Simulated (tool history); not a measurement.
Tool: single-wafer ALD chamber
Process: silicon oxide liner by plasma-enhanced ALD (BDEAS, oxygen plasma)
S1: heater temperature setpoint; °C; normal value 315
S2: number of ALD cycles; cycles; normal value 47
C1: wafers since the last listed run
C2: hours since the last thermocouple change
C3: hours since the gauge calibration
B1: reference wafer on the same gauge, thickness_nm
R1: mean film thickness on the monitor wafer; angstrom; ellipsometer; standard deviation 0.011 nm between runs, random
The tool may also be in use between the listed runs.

| run | hour | S1 | S2 | C1 | C2 | C3 | B1 | R1 |
|---|---|---|---|---|---|---|---|---|
| 1 | 0 | 323 | 53 | 0 | 1106.7 | 112.1 | 3.694 | 49.77 |
| 2 | 11.5 | 323 | 53 | 110 | 1118.2 | 123.6 | 3.69 | 49.8 |
| 3 | 27.9 | 315 | 47 | 158 | 1134.6 | 140 | 3.689 | 44.58 |
| 4 | 45.9 | 315 | 47 | 173 | 1152.6 | 158 | 3.688 | 44.59 |
| 5 | 60.1 | 315 | 47 | 136 | 1166.8 | 172.2 | 3.691 | 44.78 |
|  | 79.7 | gauge calibrated |
| 6 | 87.8 | 315 | 47 | 267 | 1194.5 | 8.1 | 3.69 | 44.47 |
| 7 | 103 | 315 | 47 | 146 | 1209.7 | 23.3 | 3.69 | 44.51 |
| 8 | 111.2 | 315 | 47 | 79 | 1217.9 | 31.5 | 3.69 | 44.68 |
| 9 | 124 | 315 | 47 | 123 | 1230.7 | 44.3 | 3.69 | 44.75 |
|  | 141.7 | thermocouple changed; heater temperature recalibrated |
| 10 | 142.2 | 315 | 54 | 98 | 0.5 | 62.5 | 3.693 | 51.37 |
| 11 | 145.4 | 315 | 47 | 30 | 3.7 | 65.7 | 3.692 | 44.88 |
| 12 | 157.5 | 315 | 47 | 116 | 15.8 | 77.8 | 3.69 | 44.66 |
| 13 | 167.4 | 304 | 47 | 95 | 25.7 | 87.7 | 3.692 | 45.37 |
| 14 | 183.7 | 320 | 47 | 157 | 42 | 104 | 3.69 | 44.3 |
| 15 | 196.5 | 315 | 47 | 123 | 54.8 | 116.8 | 3.689 | 44.7 |
| 16 | 205.6 | 327 | 50 | 87 | 63.9 | 125.9 | 3.691 | 46.45 |
| 17 | 215.7 | 306 | 47 | 97 | 74 | 136 | 3.688 | 45.43 |
| 18 | 222.3 | 315 | 47 | 63 | 80.6 | 142.6 | 3.69 | 44.68 |
| 19 | 230.2 | 326 | 42 | 76 | 88.5 | 150.5 | 3.69 | 39.14 |

Exercise: give the hidden state of the tool at every run:
wafer temperature above the value expected at the setpoint (K): 0 in every run
gauge reads high (%): 0 in every run

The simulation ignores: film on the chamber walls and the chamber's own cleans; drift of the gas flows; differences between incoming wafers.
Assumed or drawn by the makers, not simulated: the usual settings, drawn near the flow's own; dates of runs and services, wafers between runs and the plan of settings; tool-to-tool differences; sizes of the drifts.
